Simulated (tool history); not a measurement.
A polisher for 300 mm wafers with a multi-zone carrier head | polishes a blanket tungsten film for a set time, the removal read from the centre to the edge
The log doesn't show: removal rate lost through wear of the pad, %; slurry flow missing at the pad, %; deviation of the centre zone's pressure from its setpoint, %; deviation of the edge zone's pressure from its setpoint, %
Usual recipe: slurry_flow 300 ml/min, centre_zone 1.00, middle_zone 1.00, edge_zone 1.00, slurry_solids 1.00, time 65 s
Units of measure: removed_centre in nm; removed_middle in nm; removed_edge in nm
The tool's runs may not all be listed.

run	hour	slurry_flow	centre_zone	middle_zone	edge_zone	slurry_solids	time	wafers since the last listed run	wafers polished on this pad	hours since the slurry nozzle was cleaned	hours since the centre zone pressure was calibrated	hours since the edge zone pressure was calibrated	hours since the carrier head's membrane was replaced	incoming thickness of the incoming film, nm	removed_centre	removed_middle	removed_edge
1	0.0	300	1.00	1.00	1.00	1.00	53	0	223	111.1	118.8	460.9	357.8	1252.8	346.6	340.9	347.0
2	43.8	300	1.00	1.00	1.00	1.00	53	429	652	154.9	162.6	504.7	401.6	1277.9	339.8	339.3	349.4
3	70.0	300	1.00	1.00	1.00	1.00	65	257	909	181.1	188.8	530.9	427.8	1259.3	416.6	413.2	420.5
4	106.2	300	1.00	1.00	1.03	1.00	65	355	1264	217.3	225.0	567.1	464.0	1275.5	421.1	416.6	423.3
5	177.0	300	1.00	1.00	1.03	1.00	65	694	1959	288.1	295.8	637.9	534.8	1279.5	416.3	410.4	435.3
6	242.2	300	1.00	1.00	1.00	1.00	65	639	2599	353.3	361.0	703.1	600.0	1248.3	416.8	410.5	422.7
7	267.8	300	1.07	1.00	1.00	1.00	48	251	2850	378.9	386.6	728.7	625.6	1278.4	326.7	301.9	309.0
# hour 303.0: worn pad replaced by a new one
8	337.1	300	1.05	1.00	0.88	0.70	65	640	334	448.2	455.9	798.0	694.9	1256.4	415.9	381.9	366.4
9	377.2	300	1.00	1.00	1.00	1.00	65	393	727	488.3	496.0	838.1	735.0	1259.7	414.7	407.8	419.8
10	403.3	300	1.05	1.00	0.88	0.70	65	256	983	514.4	522.1	864.2	761.1	1288.2	400.1	383.4	371.8
# hour 414.0: edge zone pressure recalibrated
11	449.9	400	1.00	1.00	1.00	1.00	82	437	1421	561.0	568.7	35.9	807.7	1277.9	538.2	534.4	536.6
12	491.1	300	1.00	0.90	1.00	1.00	65	404	1825	602.2	609.9	77.1	848.9	1285.5	408.7	379.7	420.0
# hour 549.1: carrier head's membrane replaced by a new one
13	555.2	300	1.00	1.00	1.00	1.00	65	579	2405	666.3	674.0	141.2	6.1	1278.1	409.0	403.1	412.5
14	598.8	300	1.00	0.93	1.04	1.00	77	427	2832	709.9	717.6	184.8	49.7	1271.8	486.8	456.9	494.0
# hour 608.2: worn pad replaced by a new one
15	634.8	300	1.00	1.00	1.00	1.00	86	313	260	745.9	753.6	220.8	85.7	1279.8	527.7	532.9	553.8
# hour 645.2: centre zone pressure recalibrated
# hour 656.7: slurry nozzle cleaned
16	701.6	300	1.00	1.00	1.00	1.00	65	625	886	44.9	56.4	287.6	152.5	1274.6	419.4	417.1	426.7
17	740.1	300	1.00	1.00	1.04	1.00	74	377	1264	83.4	94.9	326.1	191.0	1271.7	479.1	468.4	494.7
18	789.2	300	1.00	1.00	1.00	1.15	65	481	1745	132.5	144.0	375.2	240.1	1261.9	426.6	427.6	433.5
19	818.1	300	1.00	1.00	1.00	1.00	65	283	2029	161.4	172.9	404.1	269.0	1269.2	414.2	412.3	422.7
# hour 857.9: worn pad replaced by a new one
20	884.5	300	1.00	1.00	1.04	1.00	65	612	260	227.8	239.3	470.5	335.4	1283.8	419.5	411.5	435.2
21	954.2	300	1.00	1.00	1.00	1.10	65	683	944	297.5	309.0	540.2	405.1	1256.8	416.9	420.9	425.0

Branching from run 21: 4 alternative next runs. What would each branch give?
A	954.6	300	1.00	1.00	1.00	1.00	65	3	948	297.9	309.4	540.6	405.5	1260.1	?	?	?
B	954.6	300	1.11	0.90	1.00	0.75	65	3	948	297.9	309.4	540.6	405.5	1260.1	?	?	?
C	954.6	300	1.00	1.00	0.92	0.85	65	3	948	297.9	309.4	540.6	405.5	1260.1	?	?	?
D	954.6	300	1.00	1.00	0.90	0.85	80	3	948	297.9	309.4	540.6	405.5	1260.1	?	?	?

run	removed_centre	removed_middle	removed_edge
A	411.4	409.9	421.1
B	433.9	363.2	400.4
C	399.4	398.0	392.9
D	491.6	489.9	478.8
What these runs would have given with no unlogged condition in the tool:
run	removed_centre	removed_middle	removed_edge
A	419.4	417.1	426.7
B	442.3	369.5	405.7
C	407.2	405.0	398.2
D	501.1	498.5	485.1
